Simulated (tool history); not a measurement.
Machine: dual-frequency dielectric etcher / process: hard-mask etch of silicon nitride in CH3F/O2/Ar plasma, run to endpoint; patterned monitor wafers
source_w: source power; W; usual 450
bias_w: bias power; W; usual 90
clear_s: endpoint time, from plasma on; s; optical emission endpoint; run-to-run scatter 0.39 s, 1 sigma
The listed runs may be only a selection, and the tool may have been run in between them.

run    hour  source_w  bias_w  wafers since the last listed run  hours since the last wet clean  hours since the last source power generator calibration  hours since the last bias power generator calibration  hours since the last upper electrode change  incoming incoming film thickness, nm  clear_s
  1       0       370      82                                 0                           393.6                                                   2631.5                                                   1915                                       3868.8                                 35.81     54.5
  2      41       450      90                               451                           434.6                                                   2672.5                                                   1956                                       3909.8                                 35.44     48.3
        151  -- wet clean of the chamber
  3   151.5       450      90                               953                             0.5                                                     2783                                                 2066.5                                       4020.3                                 35.51     50.5
  4   234.6       450      90                               915                            83.6                                                   2866.1                                                 2149.6                                       4103.4                                 35.56     49.3
  5   331.1       420      90                              1063                           180.1                                                   2962.6                                                 2246.1                                       4199.9                                 35.92     50.7
  6   370.4       420      90                               433                           219.4                                                   3001.9                                                 2285.4                                       4239.2                                 35.67     50.7
  7   412.9       420      90                               468                           261.9                                                   3044.4                                                 2327.9                                       4281.7                                 35.87     50.7
  8   503.4       450      90                               997                           352.4                                                   3134.9                                                 2418.4                                       4372.2                                 35.84     49.2
      587.6  -- upper electrode replaced
  9   603.5       450      90                               838                           452.5                                                     3235                                                 2518.5                                         15.9                                 35.02     47.8
      636.4  -- wet clean of the chamber
 10   643.2       380     105                               173                             6.8                                                   3274.7                                                 2558.2                                         55.6                                 35.42     47.8
      896.1  -- source power generator calibrated
 11   944.4       450      97                              3275                             308                                                     48.3                                                 2859.4                                        356.8                                 35.86     44.8
      973.6  -- wet clean of the chamber, repeated, since the last time left the tool worse
 12  1030.7       420     110                               686                            57.1                                                    134.6                                                 2945.7                                        443.1                                 35.64     47.3
 13  1105.2       510      71                               821                           131.6                                                    209.1                                                 3020.2                                        517.6                                 35.85     50.8
     1182.5  -- bias power generator calibrated
 14    1295       450      90                              2047                           321.4                                                    398.9                                                  112.5                                        707.4                                 35.46     48.1
 15  1393.5       450      90                              1085                           419.9                                                    497.4                                                    211                                        805.9                                 35.86     48.6
 16  1438.2       370      74                               492                           464.6                                                    542.1                                                  255.7                                        850.6                                  35.9     56.2
     1495.4  -- wet clean of the chamber
 17  1529.2       400     110                               738                            33.8                                                    633.1                                                  346.7                                        941.6                                 35.78     48.5
 18  1588.7       350      78                               655                            93.3                                                    692.6                                                  406.2                                       1001.1                                 36.27     58.2

Predict each of these 5 candidate next runs independently; none follows another, all start after run 18:
  A  1589.1       450      90                                 4                            93.7                                                      693                                                  406.6                                       1001.5                                 35.88        ?
  B  1589.1       550      96                                 4                            93.7                                                      693                                                  406.6                                       1001.5                                 35.88        ?
  C  1589.1       490      71                                 4                            93.7                                                      693                                                  406.6                                       1001.5                                 35.88        ?
  D  1589.1       350      80                                 4                            93.7                                                      693                                                  406.6                                       1001.5                                 35.88        ?
  E  1589.1       450      74                                 4                            93.7                                                      693                                                  406.6                                       1001.5                                 35.88        ?

run  clear_s
  A     49.6
  B     44.8
  C     51.9
  D     57.2
  E       53
Without the tool's hidden state the same runs would have given:
run  clear_s
  A       50
  B     45.1
  C     52.3
  D     57.6
  E     53.4
